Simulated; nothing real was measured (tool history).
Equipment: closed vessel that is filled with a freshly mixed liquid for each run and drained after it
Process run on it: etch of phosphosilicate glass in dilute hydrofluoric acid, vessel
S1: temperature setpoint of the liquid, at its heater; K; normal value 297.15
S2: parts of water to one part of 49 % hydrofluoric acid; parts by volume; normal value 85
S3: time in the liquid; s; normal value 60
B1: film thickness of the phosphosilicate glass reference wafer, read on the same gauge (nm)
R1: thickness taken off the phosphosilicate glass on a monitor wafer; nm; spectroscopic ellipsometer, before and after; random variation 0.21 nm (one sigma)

| run | hour | S1 | S2 | S3 | B1 | R1 |
|---|---|---|---|---|---|---|
| 1 | 0.0 | 297.15 | 85 | 60 | 130.02 | 50.99 |
| 2 | 15.1 | 297.15 | 85 | 60 | 130.01 | 50.83 |
| 3 | 29.6 | 297.15 | 85 | 60 | 130.00 | 50.60 |
| 4 | 40.8 | 297.15 | 85 | 60 | 129.96 | 50.61 |
| 5 | 47.6 | 297.15 | 85 | 60 | 130.00 | 50.85 |
|  | 54.3 | thermometer replaced |
| 6 | 60.8 | 297.15 | 85 | 60 | 129.99 | 50.53 |
| 7 | 71.6 | 297.15 | 85 | 60 | 129.98 | 50.59 |
| 8 | 82.7 | 297.15 | 60 | 60 | 130.01 | 74.27 |
|  | 100.1 | hydrofluoric acid flow meter replaced |
| 9 | 100.6 | 297.15 | 60 | 60 | 129.99 | 86.95 |
| 10 | 111.3 | 297.15 | 60 | 60 | 129.98 | 86.59 |
| 11 | 118.1 | 297.15 | 95 | 60 | 129.98 | 52.49 |
| 12 | 134.4 | 297.15 | 95 | 60 | 130.00 | 52.58 |
| 13 | 148.1 | 301.15 | 115 | 95 | 130.02 | 77.82 |
| 14 | 161.9 | 300.15 | 60 | 40 | 130.02 | 65.51 |
| 15 | 179.6 | 297.15 | 110 | 75 | 130.00 | 55.42 |
| 16 | 188.5 | 301.15 | 85 | 45 | 130.00 | 52.26 |
| 17 | 194.9 | 299.65 | 115 | 45 | 129.96 | 34.74 |
| 18 | 205.3 | 297.15 | 85 | 60 | 129.97 | 59.18 |
| 19 | 213.6 | 299.65 | 60 | 60 | 129.98 | 95.61 |
| 20 | 221.2 | 297.15 | 125 | 30 | 129.98 | 19.08 |
| 21 | 231.7 | 297.15 | 85 | 60 | 130.00 | 59.09 |
| 22 | 242.5 | 299.65 | 85 | 60 | 129.99 | 65.02 |
| 23 | 249.7 | 299.65 | 60 | 50 | 130.03 | 79.61 |
|  | 251.7 | gauge calibrated |
| 24 | 260.4 | 297.15 | 85 | 30 | 130.01 | 29.33 |
| 25 | 274.9 | 297.15 | 95 | 60 | 130.03 | 51.97 |
| 26 | 284.7 | 297.15 | 85 | 60 | 130.02 | 59.04 |
| 27 | 297.7 | 297.15 | 50 | 60 | 129.99 | 104.90 |
| 28 | 306.7 | 297.15 | 85 | 60 | 129.99 | 58.64 |
| 29 | 358.4 | 293.15 | 85 | 60 | 129.98 | 49.81 |
| 30 | 376.1 | 299.65 | 50 | 95 | 129.99 | 183.23 |
| 31 | 385.5 | 293.65 | 85 | 60 | 130.02 | 50.72 |
| 32 | 403.1 | 297.15 | 50 | 45 | 130.01 | 78.49 |

Forecast each of these 4 alternatives for the next run:
| A | 403.8 | 297.15 | 85 | 60 | ? | ? |
| B | 403.8 | 300.15 | 85 | 35 | ? | ? |
| C | 403.8 | 292.65 | 85 | 90 | ? | ? |
| D | 403.8 | 292.65 | 85 | 60 | ? | ? |

| run | B1 | R1 |
|---|---|---|
| A | 130.00 | 58.66 |
| B | 130.00 | 38.52 |
| C | 130.00 | 73.23 |
| D | 130.00 | 48.82 |
With no hidden state in the tool, these same runs would have given:
| run | R1 |
|---|---|
| A | 60.07 |
| B | 39.46 |
| C | 74.98 |
| D | 49.99 |
